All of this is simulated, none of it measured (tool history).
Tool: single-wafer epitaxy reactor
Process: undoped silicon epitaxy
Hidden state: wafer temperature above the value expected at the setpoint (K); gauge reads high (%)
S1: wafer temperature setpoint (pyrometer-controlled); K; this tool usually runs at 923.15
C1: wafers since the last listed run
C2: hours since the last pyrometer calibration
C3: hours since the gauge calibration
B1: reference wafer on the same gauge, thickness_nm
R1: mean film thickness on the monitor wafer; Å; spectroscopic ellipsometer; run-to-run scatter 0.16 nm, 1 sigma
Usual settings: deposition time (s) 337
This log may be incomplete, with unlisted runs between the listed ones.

Run 1, hour 0.0: usual settings; C1 0; C2 2825.1; C3 140.5; B1 48.399. Result: R1 474.36 Å.
Run 2, hour 15.2: usual settings; C1 105; C2 2840.3; C3 155.7; B1 48.386. Result: R1 474.82 Å.
Run 3, hour 31.6: usual settings; C1 113; C2 2856.7; C3 172.1; B1 48.372. Result: R1 473.14 Å.
Run 4, hour 42.2: usual settings; C1 73; C2 2867.3; C3 182.7; B1 48.367. Result: R1 474.24 Å.
Run 5, hour 54.6: usual settings; C1 85; C2 2879.7; C3 195.1; B1 48.404. Result: R1 472.85 Å.
At hour 61.2: gauge calibrated.
Run 6, hour 61.3: usual settings; C1 46; C2 2886.4; C3 0.1; B1 48.362. Result: R1 473.38 Å.
Run 7, hour 68.8: usual settings; C1 51; C2 2893.9; C3 7.6; B1 48.391. Result: R1 471.15 Å.
Run 8, hour 76.2: usual settings; C1 51; C2 2901.3; C3 15.0; B1 48.420. Result: R1 473.13 Å.
Run 9, hour 90.7: usual settings; C1 100; C2 2915.8; C3 29.5; B1 48.384. Result: R1 471.71 Å.
Run 10, hour 102.6: usual settings; C1 82; C2 2927.7; C3 41.4; B1 48.393. Result: R1 472.63 Å.
Run 11, hour 109.9: usual settings; C1 50; C2 2935.0; C3 48.7; B1 48.416. Result: R1 471.55 Å.
Run 12, hour 127.6: usual settings; C1 122; C2 2952.7; C3 66.4; B1 48.400. Result: R1 471.18 Å.
Run 13, hour 136.2: usual settings; C1 59; C2 2961.3; C3 75.0; B1 48.400. Result: R1 470.13 Å.
At hour 147.6: pyrometer calibrated.
Run 14, hour 153.5: usual settings but S1 914.15 K, deposition time (s) 359; C1 64; C2 5.9; C3 92.3; B1 48.386. Result: R1 475.23 Å.
Run 15, hour 169.5: usual settings but S1 934.15 K, deposition time (s) 373; C1 110; C2 21.9; C3 108.3; B1 48.393. Result: R1 776.71 Å.
Run 16, hour 177.4: usual settings; C1 54; C2 29.8; C3 116.2; B1 48.378. Result: R1 550.18 Å.
Run 17, hour 187.9: usual settings but S1 914.15 K, deposition time (s) 274; C1 72; C2 40.3; C3 126.7; B1 48.406. Result: R1 364.96 Å.
Run 18, hour 194.6: usual settings but S1 919.15 K, deposition time (s) 270; C1 46; C2 47.0; C3 133.4; B1 48.395. Result: R1 404.74 Å.
Run 19, hour 210.1: usual settings; C1 107; C2 62.5; C3 148.9; B1 48.397. Result: R1 551.72 Å.
At hour 230.7: gauge calibrated.
Run 20, hour 258.8: usual settings but S1 909.15 K; C1 337; C2 111.2; C3 28.1; B1 48.407. Result: R1 400.02 Å.
Run 21, hour 267.5: usual settings but S1 919.15 K, deposition time (s) 392; C1 60; C2 119.9; C3 36.8; B1 48.383. Result: R1 581.80 Å.
Run 22, hour 280.1: usual settings but deposition time (s) 383; C1 87; C2 132.5; C3 49.4; B1 48.394. Result: R1 626.79 Å.
Run 23, hour 289.5: usual settings; C1 65; C2 141.9; C3 58.8; B1 48.410. Result: R1 548.32 Å.
Run 24, hour 302.1: usual settings; C1 87; C2 154.5; C3 71.4; B1 48.423. Result: R1 549.56 Å.
Run 25, hour 312.2: usual settings but S1 908.15 K, deposition time (s) 270; C1 69; C2 164.6; C3 81.5; B1 48.406. Result: R1 313.69 Å.
Run 26, hour 327.8: usual settings but S1 930.15 K, deposition time (s) 380; C1 108; C2 180.2; C3 97.1; B1 48.410. Result: R1 724.88 Å.

What if the next run were any one of these 4? Each begins from the tool's condition after run 26:
Run A, hour 328.3: usual settings but S1 927.15 K; C1 3; C2 180.7; C3 97.6; B1 ?. Result: R1 ?.
Run B, hour 328.3: usual settings but deposition time (s) 404; C1 3; C2 180.7; C3 97.6; B1 ?. Result: R1 ?.
Run C, hour 328.3: usual settings but S1 913.15 K, deposition time (s) 386; C1 3; C2 180.7; C3 97.6; B1 ?. Result: R1 ?.
Run D, hour 328.3: usual settings but S1 938.15 K, deposition time (s) 307; C1 3; C2 180.7; C3 97.6; B1 ?. Result: R1 ?.

run      B1      R1
  A  48.396  602.71
  B  48.396  660.87
  C  48.396  503.44
  D  48.396  698.88
With the hidden condition removed and each run's random variation left untouched, the same runs would have given:
run      R1
  A  598.27
  B  655.97
  C  499.61
  D  693.86
